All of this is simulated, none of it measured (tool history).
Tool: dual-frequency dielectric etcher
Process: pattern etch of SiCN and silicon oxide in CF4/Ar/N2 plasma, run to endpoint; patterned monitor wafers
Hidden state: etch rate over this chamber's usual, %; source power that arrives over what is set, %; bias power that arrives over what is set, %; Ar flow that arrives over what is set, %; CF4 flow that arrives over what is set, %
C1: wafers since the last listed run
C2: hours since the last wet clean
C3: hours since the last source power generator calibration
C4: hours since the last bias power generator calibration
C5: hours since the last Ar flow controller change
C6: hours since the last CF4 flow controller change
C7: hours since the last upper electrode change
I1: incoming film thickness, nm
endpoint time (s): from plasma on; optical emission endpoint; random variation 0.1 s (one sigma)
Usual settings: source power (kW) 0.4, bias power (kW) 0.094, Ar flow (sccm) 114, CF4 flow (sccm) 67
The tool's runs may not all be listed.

Run 1, hour 0: usual settings but CF4 flow (sccm) 76; C1 0; C2 420.6; C3 4780.4; C4 1951.4; C5 2017; C6 5093.9; C7 0.5; I1 12.64. Result: endpoint time (s) 12.7.
Run 2, hour 0.4: usual settings but CF4 flow (sccm) 76; C1 5; C2 421; C3 4780.8; C4 1951.8; C5 2017.4; C6 5094.3; C7 0.9; I1 12.7. Result: endpoint time (s) 12.8.
Run 3, hour 3.3: usual settings but CF4 flow (sccm) 76; C1 42; C2 423.9; C3 4783.7; C4 1954.7; C5 2020.3; C6 5097.2; C7 3.8; I1 12.44. Result: endpoint time (s) 12.5.
At hour 8.3: source power generator calibrated.
Run 4, hour 20.8: usual settings; C1 197; C2 441.4; C3 12.5; C4 1972.2; C5 2037.8; C6 5114.7; C7 21.3; I1 12.6. Result: endpoint time (s) 12.9.
Run 5, hour 29.5: usual settings; C1 127; C2 450.1; C3 21.2; C4 1980.9; C5 2046.5; C6 5123.4; C7 30; I1 12.64. Result: endpoint time (s) 12.8.
At hour 36.7: CF4 flow controller replaced.
Run 6, hour 37.2: usual settings but bias power (kW) 0.079, CF4 flow (sccm) 78; C1 24; C2 457.8; C3 28.9; C4 1988.6; C5 2054.2; C6 0.5; C7 37.7; I1 12.55. Result: endpoint time (s) 13.3.
At hour 65: Ar flow controller replaced.
At hour 70.8: wet clean of the chamber.
Run 7, hour 71.3: usual settings but bias power (kW) 0.079, CF4 flow (sccm) 78; C1 326; C2 0.5; C3 63; C4 2022.7; C5 6.3; C6 34.6; C7 71.8; I1 12.59. Result: endpoint time (s) 14.
Run 8, hour 71.6: usual settings; C1 4; C2 0.8; C3 63.3; C4 2023; C5 6.6; C6 34.9; C7 72.1; I1 12.7. Result: endpoint time (s) 13.8.
Run 9, hour 71.9: usual settings but source power (kW) 0.35, bias power (kW) 0.108, CF4 flow (sccm) 76; C1 4; C2 1.1; C3 63.6; C4 2023.3; C5 6.9; C6 35.2; C7 72.4; I1 12.49. Result: endpoint time (s) 13.8.
Run 10, hour 79.3: usual settings but source power (kW) 0.44, bias power (kW) 0.115, CF4 flow (sccm) 52; C1 108; C2 8.5; C3 71; C4 2030.7; C5 14.3; C6 42.6; C7 79.8; I1 12.63. Result: endpoint time (s) 12.4.
Run 11, hour 88.4: usual settings but source power (kW) 0.31, bias power (kW) 0.102, Ar flow (sccm) 136, CF4 flow (sccm) 80; C1 133; C2 17.6; C3 80.1; C4 2039.8; C5 23.4; C6 51.7; C7 88.9; I1 12.56. Result: endpoint time (s) 15.3.
Run 12, hour 99.4: usual settings but source power (kW) 0.45, bias power (kW) 0.11, Ar flow (sccm) 103, CF4 flow (sccm) 76; C1 160; C2 28.6; C3 91.1; C4 2050.8; C5 34.4; C6 62.7; C7 99.9; I1 12.47. Result: endpoint time (s) 11.4.
At hour 115.3: bias power generator calibrated.
Run 13, hour 115.8: usual settings but source power (kW) 0.32; C1 181; C2 45; C3 107.5; C4 0.5; C5 50.8; C6 79.1; C7 116.3; I1 12.55. Result: endpoint time (s) 15.6.
Run 14, hour 119.7: usual settings but CF4 flow (sccm) 75; C1 57; C2 48.9; C3 111.4; C4 4.4; C5 54.7; C6 83; C7 120.2; I1 12.53. Result: endpoint time (s) 13.2.
Run 15, hour 131.1: usual settings but source power (kW) 0.37; C1 166; C2 60.3; C3 122.8; C4 15.8; C5 66.1; C6 94.4; C7 131.6; I1 12.51. Result: endpoint time (s) 14.
Run 16, hour 144: usual settings; C1 188; C2 73.2; C3 135.7; C4 28.7; C5 79; C6 107.3; C7 144.5; I1 12.51. Result: endpoint time (s) 13.3.
Run 17, hour 154.8: usual settings; C1 157; C2 84; C3 146.5; C4 39.5; C5 89.8; C6 118.1; C7 155.3; I1 12.58. Result: endpoint time (s) 13.5.
Run 18, hour 164.3: usual settings but Ar flow (sccm) 122; C1 138; C2 93.5; C3 156; C4 49; C5 99.3; C6 127.6; C7 164.8; I1 12.52. Result: endpoint time (s) 13.5.
Run 19, hour 177.5: usual settings but source power (kW) 0.36, bias power (kW) 0.101; C1 193; C2 106.7; C3 169.2; C4 62.2; C5 112.5; C6 140.8; C7 178; I1 12.62. Result: endpoint time (s) 14.
Run 20, hour 195.4: usual settings but CF4 flow (sccm) 61; C1 261; C2 124.6; C3 187.1; C4 80.1; C5 130.4; C6 158.7; C7 195.9; I1 12.6. Result: endpoint time (s) 13.6.
Run 21, hour 206.3: usual settings but source power (kW) 0.35, bias power (kW) 0.076, CF4 flow (sccm) 60; C1 159; C2 135.5; C3 198; C4 91; C5 141.3; C6 169.6; C7 206.8; I1 12.43. Result: endpoint time (s) 15.5.
Run 22, hour 216.2: usual settings but source power (kW) 0.37, bias power (kW) 0.118, Ar flow (sccm) 104, CF4 flow (sccm) 51; C1 144; C2 145.4; C3 207.9; C4 100.9; C5 151.2; C6 179.5; C7 216.7; I1 12.58. Result: endpoint time (s) 13.3.
Run 23, hour 226.7: usual settings; C1 153; C2 155.9; C3 218.4; C4 111.4; C5 161.7; C6 190; C7 227.2; I1 12.49. Result: endpoint time (s) 13.3.
Run 24, hour 239.4: usual settings; C1 185; C2 168.6; C3 231.1; C4 124.1; C5 174.4; C6 202.7; C7 239.9; I1 12.63. Result: endpoint time (s) 13.4.
Run 25, hour 248.1: usual settings but bias power (kW) 0.075; C1 127; C2 177.3; C3 239.8; C4 132.8; C5 183.1; C6 211.4; C7 248.6; I1 12.58. Result: endpoint time (s) 14.1.

Forecast each of these 3 alternatives for the next run:
Run A, hour 248.5: usual settings; C1 5; C2 177.7; C3 240.2; C4 133.2; C5 183.5; C6 211.8; C7 249; I1 12.6. Result: endpoint time (s) ?.
Run B, hour 248.5: usual settings but bias power (kW) 0.071, CF4 flow (sccm) 79; C1 5; C2 177.7; C3 240.2; C4 133.2; C5 183.5; C6 211.8; C7 249; I1 12.6. Result: endpoint time (s) ?.
Run C, hour 248.5: usual settings but bias power (kW) 0.118, Ar flow (sccm) 142; C1 5; C2 177.7; C3 240.2; C4 133.2; C5 183.5; C6 211.8; C7 249; I1 12.6. Result: endpoint time (s) ?.

run  endpoint time (s)
  A               13.1
  B               13.9
  C               12.5
Without the tool's hidden state the same runs would have given:
run  endpoint time (s)
  A               13.3
  B               14.1
  C               12.8
